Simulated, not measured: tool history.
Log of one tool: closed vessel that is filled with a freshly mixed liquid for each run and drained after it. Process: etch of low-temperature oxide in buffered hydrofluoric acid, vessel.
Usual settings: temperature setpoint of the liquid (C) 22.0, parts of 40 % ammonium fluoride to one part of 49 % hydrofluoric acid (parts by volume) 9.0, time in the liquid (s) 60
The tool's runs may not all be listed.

| run | hour | temperature setpoint of the liquid (C) | parts of 40 % ammonium fluoride to one part of 49 % hydrofluoric acid (parts by volume) | time in the liquid (s) | wafers since the last listed run | hours since the thermometer was replaced | hours since the hydrofluoric acid flow meter was replaced | hours since the gauge calibration | read-back film thickness of the low-temperature oxide reference wafer, read on the same gauge (nm) | thickness taken off the low-temperature oxide on a monitor wafer (Å) |
|---|---|---|---|---|---|---|---|---|---|---|
| 1 | 0.0 | 22.0 | 7.0 | 40 | 0 | 1455.5 | 1627.7 | 1210.5 | 140.01 | 1248.1 |
| 2 | 63.9 | 22.0 | 7.0 | 40 | 7038 | 1519.4 | 1691.6 | 1274.4 | 140.03 | 1246.6 |
| 3 | 132.6 | 22.0 | 9.0 | 60 | 7567 | 1588.1 | 1760.3 | 1343.1 | 140.01 | 1456.4 |
| 4 | 180.6 | 22.0 | 9.0 | 60 | 5287 | 1636.1 | 1808.3 | 1391.1 | 139.99 | 1449.1 |
| 5 | 219.7 | 22.0 | 9.0 | 60 | 4306 | 1675.2 | 1847.4 | 1430.2 | 139.98 | 1437.0 |
| 6 | 245.6 | 22.0 | 9.0 | 60 | 2852 | 1701.1 | 1873.3 | 1456.1 | 140.00 | 1443.4 |
| 7 | 317.5 | 22.0 | 11.0 | 75 | 7919 | 1773.0 | 1945.2 | 1528.0 | 140.00 | 1547.8 |
| 8 | 348.5 | 22.0 | 11.0 | 75 | 3414 | 1804.0 | 1976.2 | 1559.0 | 140.01 | 1546.0 |
|  | 372.3 | gauge calibrated |
| 9 | 397.6 | 22.0 | 11.0 | 60 | 5408 | 1853.1 | 2025.3 | 25.3 | 140.00 | 1236.4 |
| 10 | 438.4 | 22.0 | 11.0 | 60 | 4494 | 1893.9 | 2066.1 | 66.1 | 139.98 | 1221.8 |
| 11 | 487.4 | 22.0 | 9.0 | 60 | 5397 | 1942.9 | 2115.1 | 115.1 | 139.97 | 1462.3 |
| 12 | 519.3 | 22.0 | 9.0 | 60 | 3513 | 1974.8 | 2147.0 | 147.0 | 140.03 | 1435.2 |
| 13 | 560.3 | 22.0 | 9.0 | 60 | 4516 | 2015.8 | 2188.0 | 188.0 | 139.98 | 1431.2 |
| 14 | 595.7 | 22.0 | 9.0 | 60 | 3899 | 2051.2 | 2223.4 | 223.4 | 140.00 | 1431.2 |
|  | 632.3 | hydrofluoric acid flow meter replaced |
| 15 | 638.9 | 22.0 | 12.0 | 60 | 4648 | 2094.4 | 6.6 | 266.6 | 140.02 | 1121.4 |
| 16 | 685.9 | 22.0 | 9.0 | 60 | 5177 | 2141.4 | 53.6 | 313.6 | 140.01 | 1431.1 |
| 17 | 716.8 | 22.0 | 6.5 | 30 | 3403 | 2172.3 | 84.5 | 344.5 | 139.99 | 1009.0 |
| 18 | 755.1 | 23.5 | 6.0 | 35 | 4218 | 2210.6 | 122.8 | 382.8 | 140.01 | 1378.8 |
| 19 | 818.7 | 22.0 | 6.0 | 80 | 7005 | 2274.2 | 186.4 | 446.4 | 139.98 | 2888.5 |
| 20 | 871.9 | 24.5 | 12.0 | 45 | 5860 | 2327.4 | 239.6 | 499.6 | 140.04 | 981.6 |
| 21 | 917.7 | 22.0 | 9.0 | 45 | 5044 | 2373.2 | 285.4 | 545.4 | 139.97 | 1073.1 |
| 22 | 986.9 | 22.0 | 9.0 | 60 | 7622 | 2442.4 | 354.6 | 614.6 | 139.98 | 1444.7 |
| 23 | 1011.3 | 24.5 | 9.0 | 90 | 2687 | 2466.8 | 379.0 | 639.0 | 140.01 | 2469.9 |
|  | 1047.6 | thermometer replaced |
| 24 | 1078.1 | 18.5 | 6.0 | 85 | 7247 | 30.5 | 445.8 | 705.8 | 140.00 | 2544.6 |
| 25 | 1117.6 | 22.0 | 11.0 | 40 | 4350 | 70.0 | 485.3 | 745.3 | 139.99 | 822.3 |
| 26 | 1239.9 | 18.5 | 9.0 | 70 | 13471 | 192.3 | 607.6 | 867.6 | 139.99 | 1370.6 |
| 27 | 1267.1 | 22.0 | 9.0 | 60 | 2996 | 219.5 | 634.8 | 894.8 | 139.98 | 1445.4 |
| 28 | 1323.8 | 22.0 | 9.0 | 30 | 6245 | 276.2 | 691.5 | 951.5 | 139.98 | 727.8 |
| 29 | 1376.7 | 22.0 | 9.0 | 60 | 5827 | 329.1 | 744.4 | 1004.4 | 139.99 | 1422.4 |
| 30 | 1402.4 | 24.5 | 10.5 | 60 | 2830 | 354.8 | 770.1 | 1030.1 | 140.00 | 1477.8 |
| 31 | 1437.9 | 22.0 | 6.5 | 40 | 3910 | 390.3 | 805.6 | 1065.6 | 139.99 | 1341.1 |

How the hidden state differs across the entries between the runs, from the last listed run before each to the first after it:
Between runs 8 and 9: gauge calibrated (hour 372.3)
  no hidden state differs between the two runs
Between runs 14 and 15: hydrofluoric acid flow meter replaced (hour 632.3)
  no hidden state differs between the two runs
Between runs 23 and 24: thermometer replaced (hour 1047.6)
  no hidden state differs between the two runs
